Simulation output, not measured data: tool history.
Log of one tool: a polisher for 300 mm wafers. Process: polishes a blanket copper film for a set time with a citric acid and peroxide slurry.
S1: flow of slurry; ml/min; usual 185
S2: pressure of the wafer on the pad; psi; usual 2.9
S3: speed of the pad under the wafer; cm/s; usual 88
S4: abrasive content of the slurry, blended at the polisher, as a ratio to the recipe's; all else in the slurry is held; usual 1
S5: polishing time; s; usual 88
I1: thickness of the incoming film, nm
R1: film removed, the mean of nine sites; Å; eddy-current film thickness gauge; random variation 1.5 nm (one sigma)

run,hour,S1,S2,S3,S4,S5,I1,R1
1,0,185,2.9,88,1.1,88,489.3,1567
2,14.9,185,2.9,88,1,88,473.9,1536
3,26.2,185,2.9,88,1,88,482.6,1511
# hour 35.5: worn pad replaced by a new one
4,67.9,185,2.9,88,1,88,491.2,1495
5,80.4,185,2.9,104,1,99,472.6,1945
6,88.3,185,2.9,88,1,88,474.2,1499
7,103,185,2.9,88,1,88,476.6,1479
# hour 117.1: head pressure recalibrated
8,117.6,185,2.9,88,1,88,478.9,1489
# hour 133.5: slurry blender recalibrated
# hour 134.9: worn pad replaced by a new one
# hour 157.3: slurry nozzle cleaned
9,158.2,185,2.9,88,1,88,478.9,1529
10,170.1,185,2.9,88,0.8,88,482.8,1452
11,182,185,2.9,88,1.25,76,484.7,1385
12,190,185,2.9,88,1,88,471,1502
13,201.2,185,2.9,88,1,88,473.2,1508
14,215.2,145,3.7,88,0.7,72,475.7,1422
# hour 228.1: worn pad replaced by a new one
15,231.3,130,3.4,110,0.85,88,474.9,2026
16,249.1,185,2.9,116,1,99,474.2,2217
17,258.1,210,2.9,88,1,88,484.8,1505

4 ways to go on from here, each from the tool as it stands after run 17. What would each give?
A,258.5,185,2.9,88,1,88,478,?
B,258.5,160,2.3,88,1.2,88,478,?
C,258.5,185,2.9,104,1.2,88,478,?
D,258.5,220,2.9,88,1,88,478,?

run,R1
A,1487
B,1223
C,1817
D,1509
Without the tool's hidden state the same runs would have given:
run,R1
A,1567
B,1290
C,1917
D,1590

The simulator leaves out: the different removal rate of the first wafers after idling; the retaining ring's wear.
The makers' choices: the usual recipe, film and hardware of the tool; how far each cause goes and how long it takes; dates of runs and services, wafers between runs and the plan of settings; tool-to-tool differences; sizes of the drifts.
